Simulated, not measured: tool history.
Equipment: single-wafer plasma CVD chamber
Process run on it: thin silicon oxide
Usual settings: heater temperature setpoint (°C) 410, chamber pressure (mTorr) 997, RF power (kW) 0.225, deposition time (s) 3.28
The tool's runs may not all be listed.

run,hour,heater temperature setpoint (°C),chamber pressure (mTorr),RF power (kW),deposition time (s),wafers since the last listed run,hours since the last thermocouple change,hours since the last RF generator calibration,hours since the last manometer calibration,hours since the showerhead was replaced,hours since the gauge calibration,"read-back reference wafer on the same gauge, thickness_nm",mean film thickness on the monitor wafer (Å)
1,0,410,805,0.225,3.13,0,1364.9,2060.6,11.8,4115.2,279.7,6.243,41.67
2,6.4,410,805,0.225,3.13,168,1371.3,2067,18.2,4121.6,286.1,6.249,41.46
3,24.3,410,805,0.225,3.13,472,1389.2,2084.9,36.1,4139.5,304,6.254,41.44
# hour 32.4: gauge calibrated
4,36,410,997,0.195,3.28,308,1400.9,2096.6,47.8,4151.2,3.6,6.253,56.75
# hour 55.3: capacitance manometer re-zeroed and calibrated, repeated, since the last time left the tool worse
# hour 60.3: thermocouple changed; heater temperature recalibrated
5,60.8,410,997,0.245,3.28,311,0.5,2121.4,5.5,4176,28.4,6.251,70.23
6,64,410,997,0.245,3.28,84,3.7,2124.6,8.7,4179.2,31.6,6.252,69.82
7,70.2,410,997,0.225,3.28,163,9.9,2130.8,14.9,4185.4,37.8,6.254,67.97
8,78.6,410,997,0.225,3.28,221,18.3,2139.2,23.3,4193.8,46.2,6.252,67.39
9,95.9,410,997,0.225,3.11,456,35.6,2156.5,40.6,4211.1,63.5,6.252,63.82
# hour 114.1: showerhead replaced
10,114.6,422,997,0.225,3.28,282,54.3,2175.2,59.3,0.5,82.2,6.246,67.09
11,116.3,405,997,0.225,3.28,44,56,2176.9,61,2.2,83.9,6.25,67.85
12,128.9,406,759,0.225,3.04,332,68.6,2189.5,73.6,14.8,96.5,6.257,42.95
13,137.9,410,997,0.225,3.28,237,77.6,2198.5,82.6,23.8,105.5,6.249,67.41
14,161.7,410,997,0.225,3.28,627,101.4,2222.3,106.4,47.6,129.3,6.249,67.86
15,170.1,410,997,0.225,3.28,221,109.8,2230.7,114.8,56,137.7,6.255,67.62
# hour 179.7: RF generator calibrated
16,185.6,398,997,0.225,3.71,197,125.3,5.9,130.3,71.5,153.2,6.251,76.97
17,192.6,410,1075,0.21,3.28,184,132.3,12.9,137.3,78.5,160.2,6.245,70.87
18,205.4,410,997,0.265,3.28,337,145.1,25.7,150.1,91.3,173,6.256,72.5
19,220,396,997,0.24,3.68,385,159.7,40.3,164.7,105.9,187.6,6.246,78.8
20,235,410,997,0.24,3.28,395,174.7,55.3,179.7,120.9,202.6,6.24,68.99
21,245.2,416,897,0.255,2.84,269,184.9,65.5,189.9,131.1,212.8,6.249,53.89
22,253.6,398,997,0.225,3.28,221,193.3,73.9,198.3,139.5,221.2,6.251,68.38
23,264.1,410,997,0.225,3.28,276,203.8,84.4,208.8,150,231.7,6.251,67.83

Run 24 is up next; what results do you expect?
24,271.4,410,1082,0.225,3.45,192,211.1,91.7,216.1,157.3,239,?,?

Run 24 produced read-back reference wafer on the same gauge, thickness_nm 6.242, mean film thickness on the monitor wafer (Å) 77.18.
On a tool with no hidden condition, and with the same random variation, this run would have come out at mean film thickness on the monitor wafer (Å) 77.55.
